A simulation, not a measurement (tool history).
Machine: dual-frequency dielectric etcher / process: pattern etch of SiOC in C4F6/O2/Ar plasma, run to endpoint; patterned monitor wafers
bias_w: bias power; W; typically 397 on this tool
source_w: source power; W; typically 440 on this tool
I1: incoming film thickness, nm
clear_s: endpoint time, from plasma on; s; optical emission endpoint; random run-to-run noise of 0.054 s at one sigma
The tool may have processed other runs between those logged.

{"run": 1, "day": 0.0, "bias_w": 397, "source_w": 510, "I1": 27.19, "clear_s": 8.1}
{"run": 2, "day": 1.675, "bias_w": 397, "source_w": 510, "I1": 26.96, "clear_s": 8.2}
{"run": 3, "day": 4.396, "bias_w": 397, "source_w": 510, "I1": 27.17, "clear_s": 8.1}
{"run": 4, "day": 6.75, "bias_w": 397, "source_w": 520, "I1": 27.24, "clear_s": 8.3}
{"run": 5, "day": 8.512, "bias_w": 397, "source_w": 440, "I1": 26.81, "clear_s": 8.4}
{"day": 9.1, "done": "bias power generator calibrated"}
{"run": 6, "day": 11.154, "bias_w": 446, "source_w": 440, "I1": 27.37, "clear_s": 8.3}
{"run": 7, "day": 12.767, "bias_w": 359, "source_w": 440, "I1": 26.84, "clear_s": 8.7}
{"run": 8, "day": 14.55, "bias_w": 397, "source_w": 440, "I1": 27.18, "clear_s": 8.7}
{"day": 15.904, "done": "wet clean of the chamber"}
{"run": 9, "day": 15.925, "bias_w": 480, "source_w": 520, "I1": 27.23, "clear_s": 7.7}
{"run": 10, "day": 16.879, "bias_w": 397, "source_w": 440, "I1": 27, "clear_s": 8.2}
{"run": 11, "day": 17.929, "bias_w": 308, "source_w": 360, "I1": 26.93, "clear_s": 8.9}
{"day": 19.354, "done": "upper electrode replaced"}
{"day": 20.054, "done": "source power generator calibrated"}
{"run": 12, "day": 20.075, "bias_w": 397, "source_w": 340, "I1": 27, "clear_s": 8.6}
{"run": 13, "day": 22.525, "bias_w": 327, "source_w": 540, "I1": 26.91, "clear_s": 8.2}
{"run": 14, "day": 24.467, "bias_w": 397, "source_w": 440, "I1": 27.28, "clear_s": 8.4}
{"run": 15, "day": 25.667, "bias_w": 332, "source_w": 540, "I1": 27.05, "clear_s": 8.3}

What does the tool deliver on the next run?
{"run": 16, "day": 27.833, "bias_w": 441, "source_w": 490, "I1": 26.98, "clear_s": "?"}

{"run 16": {"clear_s": 7.9}}
With no hidden state in the tool, this same run would have given clear_s 7.8 s.

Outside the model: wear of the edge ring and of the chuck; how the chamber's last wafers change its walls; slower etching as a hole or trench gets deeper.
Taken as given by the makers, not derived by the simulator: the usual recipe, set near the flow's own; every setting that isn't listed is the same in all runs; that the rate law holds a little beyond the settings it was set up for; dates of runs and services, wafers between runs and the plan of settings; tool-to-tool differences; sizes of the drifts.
